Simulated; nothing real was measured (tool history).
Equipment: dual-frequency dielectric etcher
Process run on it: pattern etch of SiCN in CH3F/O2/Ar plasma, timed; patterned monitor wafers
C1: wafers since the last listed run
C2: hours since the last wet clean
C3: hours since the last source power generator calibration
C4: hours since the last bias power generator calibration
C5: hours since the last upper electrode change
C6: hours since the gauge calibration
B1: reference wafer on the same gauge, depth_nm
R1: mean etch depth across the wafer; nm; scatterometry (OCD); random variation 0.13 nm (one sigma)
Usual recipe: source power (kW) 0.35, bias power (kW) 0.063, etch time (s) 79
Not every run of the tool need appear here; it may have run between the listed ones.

Run 1, day 0: usual settings but etch time (s) 95.5; C1 0; C2 205.4; C3 2118.7; C4 1474.4; C5 2490.8; C6 249; B1 29.88. Result: R1 32.85 nm.
Run 2, day 0.671: usual settings but etch time (s) 95.5; C1 197; C2 221.5; C3 2134.8; C4 1490.5; C5 2506.9; C6 265.1; B1 29.91. Result: R1 33.16 nm.
Run 3, day 1.242: usual settings; C1 168; C2 235.2; C3 2148.5; C4 1504.2; C5 2520.6; C6 278.8; B1 29.9. Result: R1 27.14 nm.
Run 4, day 1.5: usual settings; C1 76; C2 241.4; C3 2154.7; C4 1510.4; C5 2526.8; C6 285; B1 29.86. Result: R1 27.44 nm.
At day 1.896: gauge calibrated.
Run 5, day 2.004: usual settings but source power (kW) 0.41; C1 148; C2 253.5; C3 2166.8; C4 1522.5; C5 2538.9; C6 2.6; B1 29.86. Result: R1 28.64 nm.
Run 6, day 2.696: usual settings but source power (kW) 0.41; C1 203; C2 270.1; C3 2183.4; C4 1539.1; C5 2555.5; C6 19.2; B1 29.87. Result: R1 28.71 nm.
Run 7, day 3.4: usual settings but etch time (s) 68; C1 207; C2 287; C3 2200.3; C4 1556; C5 2572.4; C6 36.1; B1 29.89. Result: R1 23.6 nm.
Run 8, day 4.146: usual settings but etch time (s) 68; C1 219; C2 304.9; C3 2218.2; C4 1573.9; C5 2590.3; C6 54; B1 29.93. Result: R1 23.7 nm.
Run 9, day 4.808: usual settings; C1 195; C2 320.8; C3 2234.1; C4 1589.8; C5 2606.2; C6 69.9; B1 29.89. Result: R1 27.51 nm.
Run 10, day 5.121: usual settings; C1 92; C2 328.3; C3 2241.6; C4 1597.3; C5 2613.7; C6 77.4; B1 29.89. Result: R1 27.41 nm.
Run 11, day 6.921: usual settings; C1 530; C2 371.5; C3 2284.8; C4 1640.5; C5 2656.9; C6 120.6; B1 29.94. Result: R1 27.39 nm.
Run 12, day 7.646: usual settings; C1 213; C2 388.9; C3 2302.2; C4 1657.9; C5 2674.3; C6 138; B1 29.86. Result: R1 27.59 nm.
Run 13, day 8.342: usual settings; C1 204; C2 405.6; C3 2318.9; C4 1674.6; C5 2691; C6 154.7; B1 29.97. Result: R1 27.54 nm.
At day 8.525: bias power generator calibrated.
Run 14, day 8.612: usual settings but source power (kW) 0.29; C1 30; C2 412.1; C3 2325.4; C4 2.1; C5 2697.5; C6 161.2; B1 29.82. Result: R1 26.19 nm.
Run 15, day 8.888: usual settings; C1 80; C2 418.7; C3 2332; C4 8.7; C5 2704.1; C6 167.8; B1 29.96. Result: R1 27.58 nm.
Run 16, day 9.25: usual settings but source power (kW) 0.31, bias power (kW) 0.049, etch time (s) 71.5; C1 106; C2 427.4; C3 2340.7; C4 17.4; C5 2712.8; C6 176.5; B1 29.9. Result: R1 21.56 nm.
At day 10.462: wet clean of the chamber.
At day 10.492: source power generator calibrated.
Run 17, day 11.292: usual settings but source power (kW) 0.42, bias power (kW) 0.07, etch time (s) 88; C1 298; C2 19.9; C3 19.2; C4 66.4; C5 2761.8; C6 225.5; B1 29.91. Result: R1 33.34 nm.
Run 18, day 11.704: usual settings; C1 121; C2 29.8; C3 29.1; C4 76.3; C5 2771.7; C6 235.4; B1 29.84. Result: R1 27.05 nm.
Run 19, day 12.025: usual settings but bias power (kW) 0.073, etch time (s) 97; C1 94; C2 37.5; C3 36.8; C4 84; C5 2779.4; C6 243.1; B1 29.9. Result: R1 35.64 nm.
At day 12.775: gauge calibrated.
At day 13.25: upper electrode replaced.
Run 20, day 13.271: usual settings but bias power (kW) 0.058; C1 72; C2 67.4; C3 66.7; C4 113.9; C5 0.5; C6 11.9; B1 29.86. Result: R1 26.11 nm.

Run 21, settings as shown, results not yet in. Your forecast:
Run 21, day 13.283: usual settings; C1 3; C2 67.7; C3 67; C4 114.2; C5 0.8; C6 12.2; B1 ?. Result: R1 ?.

Run 21 yielded B1 29.91, R1 27.08 nm.
Take away the tool's hidden state, keep the run-to-run variation as it was, and the same run would have given R1 26.97 nm.

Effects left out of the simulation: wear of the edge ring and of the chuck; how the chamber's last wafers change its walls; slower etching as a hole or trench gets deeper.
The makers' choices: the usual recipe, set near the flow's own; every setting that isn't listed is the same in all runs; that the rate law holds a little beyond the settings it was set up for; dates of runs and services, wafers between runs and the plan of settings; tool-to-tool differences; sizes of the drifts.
